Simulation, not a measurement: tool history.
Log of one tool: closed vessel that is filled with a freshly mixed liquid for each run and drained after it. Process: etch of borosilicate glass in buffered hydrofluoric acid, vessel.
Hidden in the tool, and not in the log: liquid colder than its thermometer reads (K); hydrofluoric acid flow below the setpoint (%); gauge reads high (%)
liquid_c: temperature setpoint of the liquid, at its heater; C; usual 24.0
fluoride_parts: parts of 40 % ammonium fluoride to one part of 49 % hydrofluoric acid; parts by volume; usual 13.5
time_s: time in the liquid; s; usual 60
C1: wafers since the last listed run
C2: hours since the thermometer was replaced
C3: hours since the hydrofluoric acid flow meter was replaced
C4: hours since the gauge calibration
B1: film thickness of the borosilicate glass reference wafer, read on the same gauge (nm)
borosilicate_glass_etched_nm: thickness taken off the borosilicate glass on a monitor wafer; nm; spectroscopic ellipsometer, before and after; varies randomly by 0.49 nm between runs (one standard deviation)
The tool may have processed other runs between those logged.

{"run": 1, "hour": 0.0, "liquid_c": 24.0, "fluoride_parts": 16.0, "time_s": 60, "C1": 0, "C2": 1397.6, "C3": 1499.4, "C4": 475.3, "B1": 60.01, "borosilicate_glass_etched_nm": 36.6}
{"run": 2, "hour": 35.6, "liquid_c": 24.0, "fluoride_parts": 13.5, "time_s": 60, "C1": 4131, "C2": 1433.2, "C3": 1535.0, "C4": 510.9, "B1": 59.99, "borosilicate_glass_etched_nm": 43.71}
{"run": 3, "hour": 51.2, "liquid_c": 24.0, "fluoride_parts": 15.0, "time_s": 60, "C1": 1810, "C2": 1448.8, "C3": 1550.6, "C4": 526.5, "B1": 60.0, "borosilicate_glass_etched_nm": 38.52}
{"run": 4, "hour": 83.1, "liquid_c": 24.0, "fluoride_parts": 15.0, "time_s": 60, "C1": 3701, "C2": 1480.7, "C3": 1582.5, "C4": 558.4, "B1": 60.01, "borosilicate_glass_etched_nm": 37.9}
{"run": 5, "hour": 96.5, "liquid_c": 26.0, "fluoride_parts": 13.5, "time_s": 30, "C1": 1555, "C2": 1494.1, "C3": 1595.9, "C4": 571.8, "B1": 59.98, "borosilicate_glass_etched_nm": 23.98}
{"run": 6, "hour": 123.6, "liquid_c": 26.0, "fluoride_parts": 13.5, "time_s": 30, "C1": 3144, "C2": 1521.2, "C3": 1623.0, "C4": 598.9, "B1": 60.0, "borosilicate_glass_etched_nm": 23.33}
{"run": 7, "hour": 152.3, "liquid_c": 26.0, "fluoride_parts": 13.5, "time_s": 30, "C1": 3330, "C2": 1549.9, "C3": 1651.7, "C4": 627.6, "B1": 60.0, "borosilicate_glass_etched_nm": 23.34}
{"hour": 175.0, "done": "thermometer replaced"}
{"run": 8, "hour": 184.1, "liquid_c": 24.0, "fluoride_parts": 13.5, "time_s": 70, "C1": 3574, "C2": 9.1, "C3": 1683.5, "C4": 659.4, "B1": 59.98, "borosilicate_glass_etched_nm": 56.69}
{"run": 9, "hour": 203.8, "liquid_c": 24.0, "fluoride_parts": 13.5, "time_s": 70, "C1": 2286, "C2": 28.8, "C3": 1703.2, "C4": 679.1, "B1": 60.01, "borosilicate_glass_etched_nm": 56.34}
{"run": 10, "hour": 237.7, "liquid_c": 24.0, "fluoride_parts": 13.5, "time_s": 70, "C1": 3934, "C2": 62.7, "C3": 1737.1, "C4": 713.0, "B1": 60.01, "borosilicate_glass_etched_nm": 55.27}
{"hour": 248.1, "done": "gauge calibrated"}
{"run": 11, "hour": 268.2, "liquid_c": 24.0, "fluoride_parts": 13.5, "time_s": 60, "C1": 3539, "C2": 93.2, "C3": 1767.6, "C4": 20.1, "B1": 60.0, "borosilicate_glass_etched_nm": 47.06}
{"run": 12, "hour": 286.4, "liquid_c": 29.0, "fluoride_parts": 15.0, "time_s": 75, "C1": 2112, "C2": 111.4, "C3": 1785.8, "C4": 38.3, "B1": 60.0, "borosilicate_glass_etched_nm": 69.41}
{"hour": 291.0, "done": "hydrofluoric acid flow meter replaced"}
{"run": 13, "hour": 318.4, "liquid_c": 26.5, "fluoride_parts": 15.0, "time_s": 35, "C1": 3597, "C2": 143.4, "C3": 27.4, "C4": 70.3, "B1": 60.0, "borosilicate_glass_etched_nm": 32.44}
{"run": 14, "hour": 353.0, "liquid_c": 28.5, "fluoride_parts": 8.5, "time_s": 85, "C1": 4015, "C2": 178.0, "C3": 62.0, "C4": 104.9, "B1": 60.03, "borosilicate_glass_etched_nm": 148.22}
{"run": 15, "hour": 376.2, "liquid_c": 20.5, "fluoride_parts": 10.0, "time_s": 60, "C1": 2692, "C2": 201.2, "C3": 85.2, "C4": 128.1, "B1": 59.97, "borosilicate_glass_etched_nm": 60.08}
{"run": 16, "hour": 391.1, "liquid_c": 20.0, "fluoride_parts": 11.0, "time_s": 75, "C1": 1729, "C2": 216.1, "C3": 100.1, "C4": 143.0, "B1": 60.0, "borosilicate_glass_etched_nm": 65.55}
{"run": 17, "hour": 403.2, "liquid_c": 24.0, "fluoride_parts": 13.5, "time_s": 60, "C1": 1404, "C2": 228.2, "C3": 112.2, "C4": 155.1, "B1": 60.02, "borosilicate_glass_etched_nm": 52.83}

Run 18 comes next. What will it give?
{"run": 18, "hour": 417.2, "liquid_c": 28.5, "fluoride_parts": 18.0, "time_s": 90, "C1": 1624, "C2": 242.2, "C3": 126.2, "C4": 169.1, "B1": "?", "borosilicate_glass_etched_nm": "?"}

Run 18 yielded B1 60.02, borosilicate_glass_etched_nm 76.14 nm.
Had the tool carried no hidden state, the very same run would have given borosilicate_glass_etched_nm 80.15 nm.
